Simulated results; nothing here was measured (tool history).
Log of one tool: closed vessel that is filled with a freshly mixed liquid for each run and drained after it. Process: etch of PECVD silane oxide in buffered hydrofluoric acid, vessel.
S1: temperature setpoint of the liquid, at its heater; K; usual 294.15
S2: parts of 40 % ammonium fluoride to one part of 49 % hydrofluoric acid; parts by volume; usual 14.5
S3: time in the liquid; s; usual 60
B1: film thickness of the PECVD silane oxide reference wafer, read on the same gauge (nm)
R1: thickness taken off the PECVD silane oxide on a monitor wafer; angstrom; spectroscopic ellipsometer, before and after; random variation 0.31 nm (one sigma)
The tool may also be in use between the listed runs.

run	hour	S1	S2	S3	B1	R1
1	0	294.15	11.5	60	90.03	933.2
2	70.1	294.15	14.5	60	90.01	740.4
3	136.7	294.15	14.5	60	90	742
4	210.3	294.15	14.5	60	89.99	738.7
5	265.9	294.15	14.5	60	89.98	739.4
6	332.8	294.15	14.5	60	90	741.7
7	375.6	294.15	14.5	60	90	737.6
8	454.3	294.15	14.5	60	89.98	740.4
9	717.3	294.15	14.5	60	90.01	734.2
10	824.6	294.15	14.5	60	89.98	731
11	863.7	294.15	14.5	60	90.02	733.4
12	953.7	294.15	14.5	75	90.04	914.5
13	1034.9	294.15	14.5	75	90	907.7
# hour 1120.4: hydrofluoric acid flow meter replaced
14	1133	294.15	14.5	75	89.99	903.6
15	1172	294.15	14.5	90	89.98	1076.1
16	1220.5	292.65	14.5	95	89.99	1040.7
17	1299.6	294.15	14.5	60	90	714.7
# hour 1332: gauge calibrated
18	1381.1	295.65	14.5	45	90	582.2
19	1473.1	294.15	13	45	90.01	594.1
20	1569.5	298.65	9.5	75	90.01	1694.8
21	1675.1	292.65	14.5	95	89.98	1034.4
22	1736.8	294.15	14.5	60	90	708.8
23	1820.9	292.65	14.5	60	90.05	653.3
# hour 1843.3: thermometer replaced
24	1868.5	296.65	14.5	60	90.02	859.5
25	1960.4	294.15	14.5	60	89.98	748.3
26	2060.2	294.15	9	50	89.98	954.7
27	2148.6	294.15	20	60	89.99	542.6
28	2243.1	294.15	14.5	60	89.99	746.4
29	2348	294.15	11.5	35	90	544.7
30	2435.2	291.15	14.5	40	90.01	414.7
31	2502.9	294.15	14.5	60	89.99	740.3

5 ways to go on from here, each from the tool as it stands after run 31. What would each give?
A	2503.6	294.15	19	60	?	?
B	2503.6	296.15	14.5	40	?	?
C	2503.6	294.15	10	60	?	?
D	2503.6	296.65	14.5	80	?	?
E	2503.6	296.65	18	60	?	?

run	B1	R1
A	90.02	568
B	90.02	552.2
C	90.02	1060.6
D	90.02	1135.2
E	90.02	688.2
Without the tool's hidden state the same runs would have given:
run	R1
A	570.1
B	554
C	1070
D	1138.9
E	690.5

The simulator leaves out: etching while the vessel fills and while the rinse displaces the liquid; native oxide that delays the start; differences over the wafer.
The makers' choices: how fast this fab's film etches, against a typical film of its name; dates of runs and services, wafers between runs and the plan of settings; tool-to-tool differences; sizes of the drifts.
